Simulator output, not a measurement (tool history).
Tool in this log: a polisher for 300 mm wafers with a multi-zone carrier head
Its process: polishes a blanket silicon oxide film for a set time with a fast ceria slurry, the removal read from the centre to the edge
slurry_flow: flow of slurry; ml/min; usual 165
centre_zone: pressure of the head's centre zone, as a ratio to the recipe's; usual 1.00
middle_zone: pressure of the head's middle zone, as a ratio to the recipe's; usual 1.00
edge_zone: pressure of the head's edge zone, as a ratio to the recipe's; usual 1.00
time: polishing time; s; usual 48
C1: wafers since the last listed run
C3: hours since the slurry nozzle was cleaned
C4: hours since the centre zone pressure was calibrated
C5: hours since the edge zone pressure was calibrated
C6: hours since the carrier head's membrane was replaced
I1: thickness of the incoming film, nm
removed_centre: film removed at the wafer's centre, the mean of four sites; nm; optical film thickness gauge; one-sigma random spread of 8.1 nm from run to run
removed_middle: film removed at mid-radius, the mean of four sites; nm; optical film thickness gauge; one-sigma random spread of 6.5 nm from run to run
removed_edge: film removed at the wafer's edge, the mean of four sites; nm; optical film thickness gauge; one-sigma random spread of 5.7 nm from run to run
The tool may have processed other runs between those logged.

run 1 day=0.000 | slurry_flow=165 centre_zone=1.00 middle_zone=1.00 edge_zone=1.00 time=48 | C1=0 wafers_polished_on_this_pad=373 C3=457.2 C4=803.9 C5=570.2 C6=983.6 | I1=2337.3 | removed_centre=737.6 removed_middle=760.0 removed_edge=755.8
run 2 day=0.729 | slurry_flow=210 centre_zone=1.00 middle_zone=1.00 edge_zone=1.00 time=48 | C1=139 wafers_polished_on_this_pad=513 C3=474.7 C4=821.4 C5=587.7 C6=1001.1 | I1=2361.1 | removed_centre=761.1 removed_middle=772.3 removed_edge=755.6
run 3 day=1.183 | slurry_flow=165 centre_zone=1.00 middle_zone=1.08 edge_zone=1.00 time=48 | C1=87 wafers_polished_on_this_pad=600 C3=485.6 C4=832.3 C5=598.6 C6=1012.0 | I1=2314.6 | removed_centre=747.0 removed_middle=789.6 removed_edge=747.5
run 4 day=1.554 | slurry_flow=165 centre_zone=1.00 middle_zone=1.08 edge_zone=1.00 time=48 | C1=71 wafers_polished_on_this_pad=671 C3=494.5 C4=841.2 C5=607.5 C6=1020.9 | I1=2279.3 | removed_centre=749.9 removed_middle=796.0 removed_edge=741.7
run 5 day=2.196 | slurry_flow=165 centre_zone=1.00 middle_zone=1.08 edge_zone=1.00 time=48 | C1=123 wafers_polished_on_this_pad=794 C3=509.9 C4=856.6 C5=622.9 C6=1036.3 | I1=2334.9 | removed_centre=727.9 removed_middle=777.3 removed_edge=728.9
-- day=3.271 worn pad replaced by a new one
run 6 day=3.558 | slurry_flow=165 centre_zone=1.00 middle_zone=1.00 edge_zone=1.00 time=48 | C1=229 wafers_polished_on_this_pad=54 C3=542.6 C4=889.3 C5=655.6 C6=1069.0 | I1=2328.7 | removed_centre=644.0 removed_middle=659.0 removed_edge=655.7
-- day=4.329 edge zone pressure recalibrated
run 7 day=4.350 | slurry_flow=165 centre_zone=1.00 middle_zone=1.00 edge_zone=1.00 time=48 | C1=135 wafers_polished_on_this_pad=190 C3=561.6 C4=908.3 C5=0.5 C6=1088.0 | I1=2343.9 | removed_centre=668.0 removed_middle=669.2 removed_edge=664.3
run 8 day=4.825 | slurry_flow=165 centre_zone=1.00 middle_zone=1.00 edge_zone=1.00 time=48 | C1=91 wafers_polished_on_this_pad=282 C3=573.0 C4=919.7 C5=11.9 C6=1099.4 | I1=2365.4 | removed_centre=656.9 removed_middle=669.4 removed_edge=655.2
run 9 day=5.279 | slurry_flow=165 centre_zone=1.00 middle_zone=1.00 edge_zone=1.00 time=48 | C1=87 wafers_polished_on_this_pad=369 C3=583.9 C4=930.6 C5=22.8 C6=1110.3 | I1=2294.7 | removed_centre=649.3 removed_middle=655.1 removed_edge=657.7
-- day=5.667 carrier head's membrane replaced by a new one
run 10 day=5.688 | slurry_flow=200 centre_zone=0.89 middle_zone=1.00 edge_zone=1.00 time=40 | C1=38 wafers_polished_on_this_pad=407 C3=593.7 C4=940.4 C5=32.6 C6=0.5 | I1=2319.8 | removed_centre=489.2 removed_middle=561.6 removed_edge=559.4
-- day=5.996 worn pad replaced by a new one, repeated, since the last time left the tool worse
run 11 day=6.054 | slurry_flow=165 centre_zone=1.10 middle_zone=1.00 edge_zone=0.89 time=55 | C1=38 wafers_polished_on_this_pad=11 C3=602.5 C4=949.2 C5=41.4 C6=9.3 | I1=2342.0 | removed_centre=948.7 removed_middle=900.1 removed_edge=826.0
run 12 day=7.300 | slurry_flow=145 centre_zone=1.00 middle_zone=0.92 edge_zone=1.00 time=48 | C1=239 wafers_polished_on_this_pad=250 C3=632.4 C4=979.1 C5=71.3 C6=39.2 | I1=2306.1 | removed_centre=731.6 removed_middle=714.8 removed_edge=747.1
-- day=7.629 centre zone pressure recalibrated
run 13 day=7.779 | slurry_flow=110 centre_zone=1.00 middle_zone=1.00 edge_zone=1.00 time=48 | C1=75 wafers_polished_on_this_pad=326 C3=643.9 C4=3.6 C5=82.8 C6=50.7 | I1=2363.1 | removed_centre=721.5 removed_middle=732.1 removed_edge=740.2
run 14 day=8.167 | slurry_flow=165 centre_zone=1.00 middle_zone=1.00 edge_zone=0.95 time=59 | C1=74 wafers_polished_on_this_pad=400 C3=653.2 C4=12.9 C5=92.1 C6=60.0 | I1=2306.0 | removed_centre=941.6 removed_middle=930.5 removed_edge=901.1
-- day=8.708 slurry nozzle cleaned
run 15 day=8.858 | slurry_flow=165 centre_zone=1.00 middle_zone=1.07 edge_zone=0.91 time=48 | C1=124 wafers_polished_on_this_pad=525 C3=3.6 C4=29.5 C5=108.7 C6=76.6 | I1=2314.7 | removed_centre=748.3 removed_middle=785.9 removed_edge=722.5
run 16 day=9.408 | slurry_flow=165 centre_zone=0.92 middle_zone=1.11 edge_zone=1.00 time=48 | C1=105 wafers_polished_on_this_pad=631 C3=16.8 C4=42.7 C5=121.9 C6=89.8 | I1=2350.3 | removed_centre=670.9 removed_middle=808.7 removed_edge=740.5
run 17 day=9.912 | slurry_flow=165 centre_zone=1.00 middle_zone=1.00 edge_zone=1.00 time=48 | C1=96 wafers_polished_on_this_pad=728 C3=28.9 C4=54.8 C5=134.0 C6=101.9 | I1=2344.2 | removed_centre=734.2 removed_middle=743.0 removed_edge=734.0
run 18 day=10.446 | slurry_flow=165 centre_zone=1.00 middle_zone=1.00 edge_zone=1.00 time=48 | C1=102 wafers_polished_on_this_pad=830 C3=41.7 C4=67.6 C5=146.8 C6=114.7 | I1=2289.1 | removed_centre=724.6 removed_middle=725.3 removed_edge=724.8
run 19 day=10.867 | slurry_flow=110 centre_zone=0.89 middle_zone=1.09 edge_zone=0.95 time=48 | C1=80 wafers_polished_on_this_pad=911 C3=51.8 C4=77.7 C5=156.9 C6=124.8 | I1=2340.5 | removed_centre=608.9 removed_middle=743.8 removed_edge=673.2
-- day=11.721 worn pad replaced by a new one
run 20 day=11.742 | slurry_flow=140 centre_zone=1.00 middle_zone=1.00 edge_zone=1.03 time=53 | C1=135 wafers_polished_on_this_pad=3 C3=72.8 C4=98.7 C5=177.9 C6=145.8 | I1=2364.2 | removed_centre=824.5 removed_middle=816.3 removed_edge=857.7
run 21 day=11.988 | slurry_flow=150 centre_zone=1.00 middle_zone=1.00 edge_zone=1.00 time=48 | C1=47 wafers_polished_on_this_pad=51 C3=78.7 C4=104.6 C5=183.8 C6=151.7 | I1=2312.6 | removed_centre=741.1 removed_middle=751.8 removed_edge=762.5

Below are 5 alternative next runs, each starting from the tool's condition after run 21. Predict each:
run A day=12.004 | slurry_flow=165 centre_zone=1.00 middle_zone=1.00 edge_zone=1.00 time=48 | C1=3 wafers_polished_on_this_pad=54 C3=79.1 C4=105.0 C5=184.2 C6=152.1 | I1=2335.6 | removed_centre=? removed_middle=? removed_edge=?
run B day=12.004 | slurry_flow=165 centre_zone=1.00 middle_zone=1.06 edge_zone=1.03 time=48 | C1=3 wafers_polished_on_this_pad=54 C3=79.1 C4=105.0 C5=184.2 C6=152.1 | I1=2335.6 | removed_centre=? removed_middle=? removed_edge=?
run C day=12.004 | slurry_flow=165 centre_zone=1.06 middle_zone=1.00 edge_zone=0.96 time=32 | C1=3 wafers_polished_on_this_pad=54 C3=79.1 C4=105.0 C5=184.2 C6=152.1 | I1=2335.6 | removed_centre=? removed_middle=? removed_edge=?
run D day=12.004 | slurry_flow=200 centre_zone=1.06 middle_zone=1.09 edge_zone=0.91 time=48 | C1=3 wafers_polished_on_this_pad=54 C3=79.1 C4=105.0 C5=184.2 C6=152.1 | I1=2335.6 | removed_centre=? removed_middle=? removed_edge=?
run E day=12.004 | slurry_flow=125 centre_zone=1.00 middle_zone=0.96 edge_zone=1.07 time=48 | C1=3 wafers_polished_on_this_pad=54 C3=79.1 C4=105.0 C5=184.2 C6=152.1 | I1=2335.6 | removed_centre=? removed_middle=? removed_edge=?

run=A removed_centre=761.8 removed_middle=763.8 removed_edge=766.4
run=B removed_centre=762.1 removed_middle=796.9 removed_edge=777.0
run=C removed_centre=538.6 removed_middle=509.1 removed_edge=501.1
run=D removed_centre=826.4 removed_middle=829.6 removed_edge=743.0
run=E removed_centre=736.7 removed_middle=720.0 removed_edge=775.9
What these runs would have given with no unlogged condition in the tool:
run=A removed_centre=769.0 removed_middle=771.0 removed_edge=773.6
run=B removed_centre=769.2 removed_middle=804.4 removed_edge=784.3
run=C removed_centre=543.6 removed_middle=513.9 removed_edge=505.8
run=D removed_centre=834.1 removed_middle=837.4 removed_edge=750.0
run=E removed_centre=743.6 removed_middle=726.8 removed_edge=783.2
